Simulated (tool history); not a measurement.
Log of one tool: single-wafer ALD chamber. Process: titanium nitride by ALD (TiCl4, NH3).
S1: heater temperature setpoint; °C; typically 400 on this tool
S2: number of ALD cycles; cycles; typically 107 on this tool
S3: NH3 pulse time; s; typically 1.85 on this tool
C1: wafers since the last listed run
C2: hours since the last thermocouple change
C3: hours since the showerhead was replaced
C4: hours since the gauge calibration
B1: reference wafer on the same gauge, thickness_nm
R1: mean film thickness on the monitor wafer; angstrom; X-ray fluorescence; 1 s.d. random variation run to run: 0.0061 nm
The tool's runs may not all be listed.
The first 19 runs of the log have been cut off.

Run 20, hour 1084.7: usual settings but S3 1.13 s; C1 142; C2 227.9; C3 6267; C4 73.7; B1 2.572. Result: R1 23.82 angstrom.
Run 21, hour 1111: usual settings; C1 64; C2 254.2; C3 6293.3; C4 100; B1 2.572. Result: R1 24.47 angstrom.
Run 22, hour 1180.6: usual settings but S1 386 °C, S2 123 cycles, S3 1.49 s; C1 171; C2 323.8; C3 6362.9; C4 169.6; B1 2.568. Result: R1 27.47 angstrom.
Run 23, hour 1231.7: usual settings; C1 126; C2 374.9; C3 6414; C4 220.7; B1 2.57. Result: R1 24.36 angstrom.
Run 24, hour 1269.7: usual settings but S2 87 cycles, S3 2.48 s; C1 93; C2 412.9; C3 6452; C4 258.7; B1 2.572. Result: R1 20 angstrom.
Run 25, hour 1340.7: usual settings but S3 1.66 s; C1 175; C2 483.9; C3 6523; C4 329.7; B1 2.572. Result: R1 24.34 angstrom.
Run 26, hour 1380.2: usual settings but S1 412 °C; C1 97; C2 523.4; C3 6562.5; C4 369.2; B1 2.57. Result: R1 24.57 angstrom.
Run 27, hour 1424.5: usual settings; C1 109; C2 567.7; C3 6606.8; C4 413.5; B1 2.569. Result: R1 24.46 angstrom.
At hour 1457.6: showerhead replaced.
Run 28, hour 1475.1: usual settings but S2 98 cycles, S3 1.37 s; C1 105; C2 618.3; C3 17.5; C4 464.1; B1 2.569. Result: R1 22.07 angstrom.
Run 29, hour 1541.6: usual settings but S3 2.29 s; C1 164; C2 684.8; C3 84; C4 530.6; B1 2.572. Result: R1 24.67 angstrom.
Run 30, hour 1586.2: usual settings but S2 98 cycles, S3 2.21 s; C1 110; C2 729.4; C3 128.6; C4 575.2; B1 2.571. Result: R1 22.58 angstrom.
Run 31, hour 1689.4: usual settings; C1 254; C2 832.6; C3 231.8; C4 678.4; B1 2.573. Result: R1 24.44 angstrom.
Run 32, hour 1714: usual settings but S3 1.14 s; C1 60; C2 857.2; C3 256.4; C4 703; B1 2.568. Result: R1 24.04 angstrom.
Run 33, hour 1755.2: usual settings but S1 412 °C, S2 102 cycles, S3 2.07 s; C1 101; C2 898.4; C3 297.6; C4 744.2; B1 2.571. Result: R1 23.53 angstrom.
Run 34, hour 1804: usual settings but S2 121 cycles, S3 2.56 s; C1 120; C2 947.2; C3 346.4; C4 793; B1 2.569. Result: R1 27.85 angstrom.
Run 35, hour 1989: usual settings; C1 456; C2 1132.2; C3 531.4; C4 978; B1 2.569. Result: R1 24.32 angstrom.
Run 36, hour 2050.9: usual settings but S1 390 °C, S2 101 cycles; C1 152; C2 1194.1; C3 593.3; C4 1039.9; B1 2.572. Result: R1 22.83 angstrom.
Run 37, hour 2113.3: usual settings but S2 123 cycles; C1 154; C2 1256.5; C3 655.7; C4 1102.3; B1 2.571. Result: R1 28.11 angstrom.

Run 38 is up next; what results do you expect?
Run 38, hour 2166.2: usual settings; C1 130; C2 1309.4; C3 708.6; C4 1155.2; B1 ?. Result: R1 ?.

Run 38 came out at B1 2.57, R1 24.47 angstrom.
Take away the tool's hidden state, keep the run-to-run variation as it was, and the same run would have given R1 24.47 angstrom.

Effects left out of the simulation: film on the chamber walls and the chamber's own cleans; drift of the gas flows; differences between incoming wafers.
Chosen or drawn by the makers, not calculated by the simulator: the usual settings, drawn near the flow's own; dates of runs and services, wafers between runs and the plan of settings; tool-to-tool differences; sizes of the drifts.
